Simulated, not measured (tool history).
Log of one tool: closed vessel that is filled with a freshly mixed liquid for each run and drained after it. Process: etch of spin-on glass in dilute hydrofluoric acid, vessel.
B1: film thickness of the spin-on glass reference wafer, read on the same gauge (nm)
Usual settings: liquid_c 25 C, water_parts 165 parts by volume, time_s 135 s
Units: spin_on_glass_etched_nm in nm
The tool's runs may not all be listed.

run 1 day=0 | liquid_c=25 water_parts=165 time_s=135 | B1=40.01 | spin_on_glass_etched_nm=38.86
-- day=0.779 gauge calibrated
run 2 day=1.05 | liquid_c=25 water_parts=165 time_s=135 | B1=39.98 | spin_on_glass_etched_nm=38.84
run 3 day=1.808 | liquid_c=25 water_parts=165 time_s=135 | B1=39.97 | spin_on_glass_etched_nm=38.8
run 4 day=2.775 | liquid_c=25 water_parts=165 time_s=135 | B1=39.99 | spin_on_glass_etched_nm=38.51
run 5 day=3.767 | liquid_c=25 water_parts=165 time_s=135 | B1=39.97 | spin_on_glass_etched_nm=38.84
run 6 day=4.421 | liquid_c=25 water_parts=165 time_s=135 | B1=39.98 | spin_on_glass_etched_nm=38.48
run 7 day=5.088 | liquid_c=21 water_parts=165 time_s=135 | B1=39.99 | spin_on_glass_etched_nm=33.27
run 8 day=5.621 | liquid_c=29.5 water_parts=100 time_s=135 | B1=40.02 | spin_on_glass_etched_nm=81.78
run 9 day=6.325 | liquid_c=25 water_parts=120 time_s=135 | B1=39.98 | spin_on_glass_etched_nm=55.68
-- day=6.758 gauge calibrated
run 10 day=7.712 | liquid_c=25 water_parts=165 time_s=135 | B1=39.98 | spin_on_glass_etched_nm=38.83
-- day=8.142 hydrofluoric acid flow meter replaced
-- day=8.592 thermometer replaced
run 11 day=8.879 | liquid_c=25 water_parts=135 time_s=80 | B1=40.03 | spin_on_glass_etched_nm=28.96
run 12 day=9.812 | liquid_c=23.5 water_parts=165 time_s=110 | B1=40.01 | spin_on_glass_etched_nm=29.89
run 13 day=10.975 | liquid_c=25 water_parts=165 time_s=55 | B1=40.03 | spin_on_glass_etched_nm=15.73
run 14 day=11.538 | liquid_c=22 water_parts=165 time_s=135 | B1=40 | spin_on_glass_etched_nm=34.26
-- day=12.05 gauge calibrated
run 15 day=12.183 | liquid_c=30 water_parts=240 time_s=135 | B1=39.95 | spin_on_glass_etched_nm=29.28

Forecast each of these 3 alternatives for the next run:
run A day=12.212 | liquid_c=25 water_parts=165 time_s=135 | B1=? | spin_on_glass_etched_nm=?
run B day=12.212 | liquid_c=20.5 water_parts=130 time_s=85 | B1=? | spin_on_glass_etched_nm=?
run C day=12.212 | liquid_c=28 water_parts=100 time_s=135 | B1=? | spin_on_glass_etched_nm=?

run=A B1=40.01 spin_on_glass_etched_nm=38.6
run=B B1=40.01 spin_on_glass_etched_nm=26.94
run=C B1=40.01 spin_on_glass_etched_nm=77.33
Without the tool's hidden state the same runs would have given:
run=A spin_on_glass_etched_nm=38.6
run=B spin_on_glass_etched_nm=26.94
run=C spin_on_glass_etched_nm=77.33

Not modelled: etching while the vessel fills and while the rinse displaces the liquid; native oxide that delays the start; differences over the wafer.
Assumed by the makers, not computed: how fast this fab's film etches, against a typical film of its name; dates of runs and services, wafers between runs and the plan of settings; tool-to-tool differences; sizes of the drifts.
